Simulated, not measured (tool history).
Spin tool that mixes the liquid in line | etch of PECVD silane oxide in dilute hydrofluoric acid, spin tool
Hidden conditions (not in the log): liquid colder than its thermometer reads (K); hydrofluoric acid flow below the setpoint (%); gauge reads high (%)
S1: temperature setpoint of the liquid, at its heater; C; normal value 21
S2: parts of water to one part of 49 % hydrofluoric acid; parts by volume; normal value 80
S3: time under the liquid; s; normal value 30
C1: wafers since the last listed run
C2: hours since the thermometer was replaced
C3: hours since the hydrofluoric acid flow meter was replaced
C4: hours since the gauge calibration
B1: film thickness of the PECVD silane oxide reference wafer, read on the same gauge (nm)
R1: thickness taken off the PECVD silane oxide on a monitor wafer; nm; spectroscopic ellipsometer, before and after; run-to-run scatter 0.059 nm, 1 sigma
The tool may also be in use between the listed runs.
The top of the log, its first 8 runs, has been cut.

Run 9, hour 80.6: usual settings; C1 154; C2 1917; C3 8.8; C4 410.2; B1 69.99. Result: R1 17.01 nm.
Run 10, hour 90.7: usual settings; C1 210; C2 1927.1; C3 18.9; C4 420.3; B1 69.97. Result: R1 17.18 nm.
Run 11, hour 107.8: usual settings; C1 357; C2 1944.2; C3 36; C4 437.4; B1 70. Result: R1 17.21 nm.
At hour 119.7: gauge calibrated.
Run 12, hour 121.8: usual settings but S1 19.5 C, S2 60 parts by volume, S3 15 s; C1 292; C2 1958.2; C3 50; C4 2.1; B1 70.02. Result: R1 10.96 nm.
Run 13, hour 135.2: usual settings; C1 279; C2 1971.6; C3 63.4; C4 15.5; B1 69.99. Result: R1 17.11 nm.
Run 14, hour 146.6: usual settings; C1 238; C2 1983; C3 74.8; C4 26.9; B1 70.01. Result: R1 17.15 nm.
Run 15, hour 161.1: usual settings but S1 19.5 C; C1 302; C2 1997.5; C3 89.3; C4 41.4; B1 70.01. Result: R1 16.1 nm.
Run 16, hour 172.1: usual settings; C1 229; C2 2008.5; C3 100.3; C4 52.4; B1 69.98. Result: R1 17.13 nm.
Run 17, hour 182.5: usual settings but S3 35 s; C1 217; C2 2018.9; C3 110.7; C4 62.8; B1 69.99. Result: R1 19.95 nm.
Run 18, hour 191.2: usual settings but S1 17 C, S2 100 parts by volume; C1 181; C2 2027.6; C3 119.4; C4 71.5; B1 70.03. Result: R1 11.29 nm.
At hour 196.5: thermometer replaced.
Run 19, hour 209.1: usual settings but S1 25 C, S2 100 parts by volume; C1 353; C2 12.6; C3 137.3; C4 89.4; B1 70.03. Result: R1 16.73 nm.
Run 20, hour 245.8: usual settings; C1 766; C2 49.3; C3 174; C4 126.1; B1 69.99. Result: R1 18.33 nm.
Run 21, hour 259.6: usual settings but S3 40 s; C1 288; C2 63.1; C3 187.8; C4 139.9; B1 69.99. Result: R1 24.33 nm.
Run 22, hour 266.1: usual settings but S3 45 s; C1 135; C2 69.6; C3 194.3; C4 146.4; B1 69.98. Result: R1 27.22 nm.
Run 23, hour 275.6: usual settings; C1 198; C2 79.1; C3 203.8; C4 155.9; B1 70.03. Result: R1 18.15 nm.
Run 24, hour 290.3: usual settings but S1 17 C, S2 60 parts by volume, S3 35 s; C1 307; C2 93.8; C3 218.5; C4 170.6; B1 69.96. Result: R1 24.34 nm.
Run 25, hour 302.7: usual settings but S1 25.5 C, S2 115 parts by volume, S3 20 s; C1 259; C2 106.2; C3 230.9; C4 183; B1 69.98. Result: R1 9.66 nm.
Run 26, hour 312.9: usual settings; C1 213; C2 116.4; C3 241.1; C4 193.2; B1 69.99. Result: R1 18.25 nm.
Run 27, hour 325.1: usual settings but S3 20 s; C1 254; C2 128.6; C3 253.3; C4 205.4; B1 69.98. Result: R1 12.21 nm.
Run 28, hour 343: usual settings but S1 19 C, S2 40 parts by volume, S3 40 s; C1 373; C2 146.5; C3 271.2; C4 223.3; B1 69.98. Result: R1 46.63 nm.
Run 29, hour 360.5: usual settings; C1 365; C2 164; C3 288.7; C4 240.8; B1 69.98. Result: R1 18.19 nm.
Run 30, hour 372: usual settings but S2 115 parts by volume, S3 20 s; C1 240; C2 175.5; C3 300.2; C4 252.3; B1 70. Result: R1 8.13 nm.
Run 31, hour 386.4: usual settings but S1 17 C, S2 120 parts by volume, S3 40 s; C1 300; C2 189.9; C3 314.6; C4 266.7; B1 69.98. Result: R1 13.02 nm.
Run 32, hour 402.2: usual settings but S3 25 s; C1 330; C2 205.7; C3 330.4; C4 282.5; B1 70.01. Result: R1 15.18 nm.
Run 33, hour 417.9: usual settings but S1 24 C, S3 40 s; C1 327; C2 221.4; C3 346.1; C4 298.2; B1 70. Result: R1 27.43 nm.

Each row is a separate what-if for the run after 33, all from the same tool condition, not one after another. Results?
Run A, hour 418.3: usual settings but S1 22.5 C; C1 8; C2 221.8; C3 346.5; C4 298.6; B1 ?. Result: R1 ?.
Run B, hour 418.3: usual settings but S1 19 C, S2 115 parts by volume, S3 45 s; C1 8; C2 221.8; C3 346.5; C4 298.6; B1 ?. Result: R1 ?.
Run C, hour 418.3: usual settings but S1 18 C, S3 50 s; C1 8; C2 221.8; C3 346.5; C4 298.6; B1 ?. Result: R1 ?.
Run D, hour 418.3: usual settings but S1 22.5 C, S2 55 parts by volume, S3 15 s; C1 8; C2 221.8; C3 346.5; C4 298.6; B1 ?. Result: R1 ?.

run     B1     R1
  A  70.03  19.22
  B  70.03   16.7
  C  70.03  26.56
  D  70.03  14.42
With the hidden condition removed and each run's random variation left untouched, the same runs would have given:
run     R1
  A  19.43
  B  16.89
  C  26.87
  D  14.58

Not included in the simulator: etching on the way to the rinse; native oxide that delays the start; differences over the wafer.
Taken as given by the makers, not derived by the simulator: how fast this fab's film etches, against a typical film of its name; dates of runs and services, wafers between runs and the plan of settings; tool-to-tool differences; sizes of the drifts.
